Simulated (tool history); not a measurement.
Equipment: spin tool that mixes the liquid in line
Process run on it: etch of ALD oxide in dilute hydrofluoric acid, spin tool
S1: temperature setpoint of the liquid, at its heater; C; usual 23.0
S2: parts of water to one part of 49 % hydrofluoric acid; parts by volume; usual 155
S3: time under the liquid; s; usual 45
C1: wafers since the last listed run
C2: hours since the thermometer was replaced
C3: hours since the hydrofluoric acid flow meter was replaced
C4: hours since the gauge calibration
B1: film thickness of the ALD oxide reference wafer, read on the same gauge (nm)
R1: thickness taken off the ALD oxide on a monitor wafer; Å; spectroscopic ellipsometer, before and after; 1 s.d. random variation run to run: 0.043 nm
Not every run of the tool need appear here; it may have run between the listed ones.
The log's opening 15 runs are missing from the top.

| run | hour | S1 | S2 | S3 | C1 | C2 | C3 | C4 | B1 | R1 |
|---|---|---|---|---|---|---|---|---|---|---|
| 16 | 677.3 | 23.0 | 155 | 45 | 369 | 2777.9 | 369.3 | 2204.5 | 99.99 | 58.7 |
| 17 | 709.6 | 23.0 | 230 | 60 | 364 | 2810.2 | 401.6 | 2236.8 | 99.96 | 48.6 |
| 18 | 760.8 | 27.0 | 125 | 20 | 577 | 2861.4 | 452.8 | 2288.0 | 99.97 | 39.5 |
|  | 777.7 | thermometer replaced |
| 19 | 818.9 | 23.0 | 155 | 45 | 644 | 41.2 | 510.9 | 2346.1 | 99.98 | 53.5 |
|  | 826.6 | gauge calibrated |
| 20 | 853.4 | 26.5 | 230 | 30 | 389 | 75.7 | 545.4 | 26.8 | 100.01 | 24.9 |
|  | 883.3 | hydrofluoric acid flow meter replaced |
| 21 | 923.6 | 23.0 | 155 | 45 | 780 | 145.9 | 40.3 | 97.0 | 100.04 | 53.8 |
| 22 | 968.4 | 20.5 | 80 | 45 | 505 | 190.7 | 85.1 | 141.8 | 100.00 | 104.2 |
| 23 | 1034.8 | 21.5 | 205 | 65 | 748 | 257.1 | 151.5 | 208.2 | 100.00 | 52.6 |
| 24 | 1066.9 | 23.0 | 200 | 65 | 362 | 289.2 | 183.6 | 240.3 | 99.95 | 57.2 |
| 25 | 1111.9 | 23.0 | 155 | 45 | 507 | 334.2 | 228.6 | 285.3 | 100.01 | 54.8 |

Predict the results of run 26:
| 26 | 1168.7 | 27.0 | 195 | 60 | 640 | 391.0 | 285.4 | 342.1 | ? | ? |

B1: 99.98
R1: 62.8 Å
The same run, on a tool lacking any hidden state, would have yielded R1 61.6 Å.
